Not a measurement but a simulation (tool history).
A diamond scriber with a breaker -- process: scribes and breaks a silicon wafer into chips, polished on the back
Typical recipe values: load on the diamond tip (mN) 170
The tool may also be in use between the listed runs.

| run | hour | load on the diamond tip (mN) | wafers since the last listed run | hours since the diamond tip was replaced | hours since the load on the tip was calibrated | incoming depth of the damage left on the back of the incoming wafer, um | depth of the median crack under the scribed line (µm) | chips rejected at inspection after the break (%) |
|---|---|---|---|---|---|---|---|---|
| 1 | 0 | 170 | 0 | 583.5 | 892.8 | 0.05 | 14.33 | 1.36 |
| 2 | 57.1 | 170 | 339 | 640.6 | 949.9 | 0.03 | 14.59 | 1.39 |
| 3 | 101.9 | 170 | 266 | 685.4 | 994.7 | 0.02 | 14.46 | 1.45 |
| 4 | 164.6 | 170 | 372 | 748.1 | 1057.4 | 0.05 | 14.69 | 1.37 |
| 5 | 233.4 | 155 | 409 | 816.9 | 1126.2 | 0.03 | 13.61 | 2.07 |
| 6 | 261.8 | 170 | 168 | 845.3 | 1154.6 | 0.04 | 14.5 | 1.38 |
|  | 294.5 | diamond tip replaced by a new one |
| 7 | 330 | 170 | 393 | 35.5 | 1222.8 | 0.01 | 14.58 | 1.46 |

Estimate the outcome of run 8 from the log above:
| 8 | 380 | 170 | 297 | 85.5 | 1272.8 | 0.01 | ? | ? |

For run 8 the tool returned depth of the median crack under the scribed line (µm) 14.3, chips rejected at inspection after the break (%) 1.43.
The same run, on a tool lacking any hidden state, would have yielded depth of the median crack under the scribed line (µm) 14.3, chips rejected at inspection after the break (%) 1.43.
